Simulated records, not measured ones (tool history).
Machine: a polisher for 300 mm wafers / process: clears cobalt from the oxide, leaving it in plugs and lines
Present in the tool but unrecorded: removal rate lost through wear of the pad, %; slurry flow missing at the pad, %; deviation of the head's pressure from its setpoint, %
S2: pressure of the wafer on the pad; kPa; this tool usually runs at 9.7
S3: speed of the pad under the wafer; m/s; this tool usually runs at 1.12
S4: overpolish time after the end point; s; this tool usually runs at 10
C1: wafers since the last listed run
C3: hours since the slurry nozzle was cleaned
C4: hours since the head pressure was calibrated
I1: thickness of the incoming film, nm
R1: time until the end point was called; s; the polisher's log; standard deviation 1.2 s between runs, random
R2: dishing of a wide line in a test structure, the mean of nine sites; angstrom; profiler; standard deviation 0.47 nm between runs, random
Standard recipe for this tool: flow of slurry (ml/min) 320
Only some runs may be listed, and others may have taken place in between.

run 1 day=0.000 | flow_of_slurry_(ml/min)=320 S2=9.7 S3=1.12 S4=10 | C1=0 wafers_polished_on_this_pad=1048 C3=350.9 C4=1362.8 | I1=391.8 | R1=118.6 R2=290
-- day=0.254 head pressure recalibrated
run 2 day=1.904 | flow_of_slurry_(ml/min)=370 S2=9.7 S3=0.90 S4=10 | C1=227 wafers_polished_on_this_pad=1276 C3=396.6 C4=39.6 | I1=396.8 | R1=147.0 R2=241
run 3 day=4.254 | flow_of_slurry_(ml/min)=370 S2=9.7 S3=0.90 S4=10 | C1=294 wafers_polished_on_this_pad=1571 C3=453.0 C4=96.0 | I1=398.7 | R1=151.5 R2=234
-- day=6.079 worn pad replaced by a new one
run 4 day=6.154 | flow_of_slurry_(ml/min)=370 S2=9.7 S3=0.90 S4=10 | C1=216 wafers_polished_on_this_pad=9 C3=498.6 C4=141.6 | I1=401.0 | R1=150.2 R2=237
run 5 day=7.871 | flow_of_slurry_(ml/min)=320 S2=9.7 S3=1.12 S4=10 | C1=214 wafers_polished_on_this_pad=224 C3=539.8 C4=182.8 | I1=405.4 | R1=123.7 R2=284
run 6 day=10.500 | flow_of_slurry_(ml/min)=320 S2=9.7 S3=1.12 S4=10 | C1=329 wafers_polished_on_this_pad=553 C3=602.9 C4=245.9 | I1=401.2 | R1=119.7 R2=282
run 7 day=12.133 | flow_of_slurry_(ml/min)=320 S2=9.7 S3=1.12 S4=10 | C1=204 wafers_polished_on_this_pad=758 C3=642.1 C4=285.1 | I1=398.9 | R1=121.5 R2=281
run 8 day=14.533 | flow_of_slurry_(ml/min)=320 S2=9.7 S3=1.12 S4=10 | C1=300 wafers_polished_on_this_pad=1058 C3=699.7 C4=342.7 | I1=399.3 | R1=122.7 R2=282
run 9 day=16.325 | flow_of_slurry_(ml/min)=320 S2=9.7 S3=1.12 S4=10 | C1=224 wafers_polished_on_this_pad=1282 C3=742.7 C4=385.7 | I1=407.1 | R1=123.1 R2=288
run 10 day=19.258 | flow_of_slurry_(ml/min)=320 S2=9.7 S3=1.12 S4=10 | C1=367 wafers_polished_on_this_pad=1650 C3=813.1 C4=456.1 | I1=406.2 | R1=123.8 R2=280
run 11 day=20.704 | flow_of_slurry_(ml/min)=320 S2=9.7 S3=1.12 S4=10 | C1=180 wafers_polished_on_this_pad=1831 C3=847.8 C4=490.8 | I1=402.5 | R1=122.9 R2=288
-- day=21.200 slurry nozzle cleaned
run 12 day=22.962 | flow_of_slurry_(ml/min)=320 S2=9.7 S3=1.12 S4=10 | C1=277 wafers_polished_on_this_pad=2108 C3=42.3 C4=545.0 | I1=404.5 | R1=123.9 R2=277
-- day=23.842 worn pad replaced by a new one
run 13 day=24.575 | flow_of_slurry_(ml/min)=320 S2=9.7 S3=1.28 S4=10 | C1=180 wafers_polished_on_this_pad=92 C3=81.0 C4=583.7 | I1=405.8 | R1=108.7 R2=308
run 14 day=25.729 | flow_of_slurry_(ml/min)=320 S2=9.7 S3=1.28 S4=10 | C1=144 wafers_polished_on_this_pad=236 C3=108.7 C4=611.4 | I1=397.2 | R1=107.4 R2=315
run 15 day=27.004 | flow_of_slurry_(ml/min)=320 S2=9.7 S3=1.12 S4=10 | C1=159 wafers_polished_on_this_pad=396 C3=139.3 C4=642.0 | I1=401.8 | R1=121.7 R2=288
run 16 day=29.750 | flow_of_slurry_(ml/min)=255 S2=9.7 S3=1.50 S4=6 | C1=343 wafers_polished_on_this_pad=739 C3=205.2 C4=707.9 | I1=400.0 | R1=91.6 R2=233
run 17 day=31.758 | flow_of_slurry_(ml/min)=320 S2=9.7 S3=1.12 S4=10 | C1=251 wafers_polished_on_this_pad=991 C3=253.4 C4=756.1 | I1=396.6 | R1=120.8 R2=273
run 18 day=34.088 | flow_of_slurry_(ml/min)=320 S2=9.7 S3=1.12 S4=10 | C1=291 wafers_polished_on_this_pad=1282 C3=309.3 C4=812.0 | I1=402.9 | R1=123.4 R2=281
run 19 day=36.042 | flow_of_slurry_(ml/min)=320 S2=9.7 S3=1.12 S4=10 | C1=244 wafers_polished_on_this_pad=1527 C3=356.2 C4=858.9 | I1=398.0 | R1=121.7 R2=279
run 20 day=38.033 | flow_of_slurry_(ml/min)=320 S2=9.7 S3=1.12 S4=13 | C1=249 wafers_polished_on_this_pad=1776 C3=404.0 C4=906.7 | I1=396.8 | R1=118.9 R2=358
run 21 day=39.262 | flow_of_slurry_(ml/min)=320 S2=9.7 S3=1.24 S4=10 | C1=153 wafers_polished_on_this_pad=1930 C3=433.5 C4=936.2 | I1=405.9 | R1=110.4 R2=309
-- day=39.896 worn pad replaced by a new one
run 22 day=41.683 | flow_of_slurry_(ml/min)=320 S2=11.7 S3=1.26 S4=10 | C1=282 wafers_polished_on_this_pad=223 C3=491.6 C4=994.3 | I1=400.6 | R1=94.4 R2=342
run 23 day=43.258 | flow_of_slurry_(ml/min)=320 S2=9.7 S3=1.12 S4=10 | C1=197 wafers_polished_on_this_pad=420 C3=529.4 C4=1032.1 | I1=406.2 | R1=124.4 R2=284
run 24 day=45.250 | flow_of_slurry_(ml/min)=320 S2=9.7 S3=1.12 S4=10 | C1=249 wafers_polished_on_this_pad=670 C3=577.2 C4=1079.9 | I1=393.5 | R1=119.4 R2=284
run 25 day=47.229 | flow_of_slurry_(ml/min)=215 S2=9.7 S3=1.12 S4=10 | C1=247 wafers_polished_on_this_pad=918 C3=624.7 C4=1127.4 | I1=391.1 | R1=124.7 R2=272
run 26 day=48.925 | flow_of_slurry_(ml/min)=320 S2=9.7 S3=1.12 S4=14 | C1=212 wafers_polished_on_this_pad=1130 C3=665.4 C4=1168.1 | I1=395.0 | R1=120.7 R2=355
-- day=49.504 head pressure recalibrated
-- day=54.954 slurry nozzle cleaned
run 27 day=56.325 | flow_of_slurry_(ml/min)=320 S2=7.6 S3=1.12 S4=10 | C1=910 wafers_polished_on_this_pad=2041 C3=32.9 C4=163.7 | I1=398.3 | R1=140.7 R2=247
-- day=58.025 worn pad replaced by a new one
run 28 day=58.829 | flow_of_slurry_(ml/min)=405 S2=8.3 S3=1.26 S4=13 | C1=292 wafers_polished_on_this_pad=100 C3=93.0 C4=223.8 | I1=395.6 | R1=116.2 R2=355
run 29 day=61.254 | flow_of_slurry_(ml/min)=320 S2=9.7 S3=0.88 S4=10 | C1=303 wafers_polished_on_this_pad=404 C3=151.2 C4=282.0 | I1=394.5 | R1=151.6 R2=228
run 30 day=62.579 | flow_of_slurry_(ml/min)=320 S2=9.7 S3=1.12 S4=10 | C1=165 wafers_polished_on_this_pad=569 C3=183.0 C4=313.8 | I1=396.7 | R1=121.6 R2=283
run 31 day=65.292 | flow_of_slurry_(ml/min)=320 S2=9.7 S3=0.92 S4=10 | C1=339 wafers_polished_on_this_pad=909 C3=248.1 C4=378.9 | I1=405.0 | R1=150.1 R2=243
run 32 day=68.067 | flow_of_slurry_(ml/min)=320 S2=9.7 S3=1.28 S4=12 | C1=347 wafers_polished_on_this_pad=1256 C3=314.7 C4=445.5 | I1=405.4 | R1=107.2 R2=365
run 33 day=70.650 | flow_of_slurry_(ml/min)=355 S2=8.3 S3=1.28 S4=4 | C1=323 wafers_polished_on_this_pad=1580 C3=376.7 C4=507.5 | I1=391.7 | R1=117.0 R2=127
run 34 day=72.350 | flow_of_slurry_(ml/min)=395 S2=13.1 S3=1.12 S4=10 | C1=212 wafers_polished_on_this_pad=1793 C3=417.5 C4=548.3 | I1=398.3 | R1=97.0 R2=337

State the hidden condition of the tool at each of the runs:
removal rate lost through wear of the pad, %: 0 at every run
slurry flow missing at the pad, %: 0 at every run
deviation of the head's pressure from its setpoint, %: 0 at every run
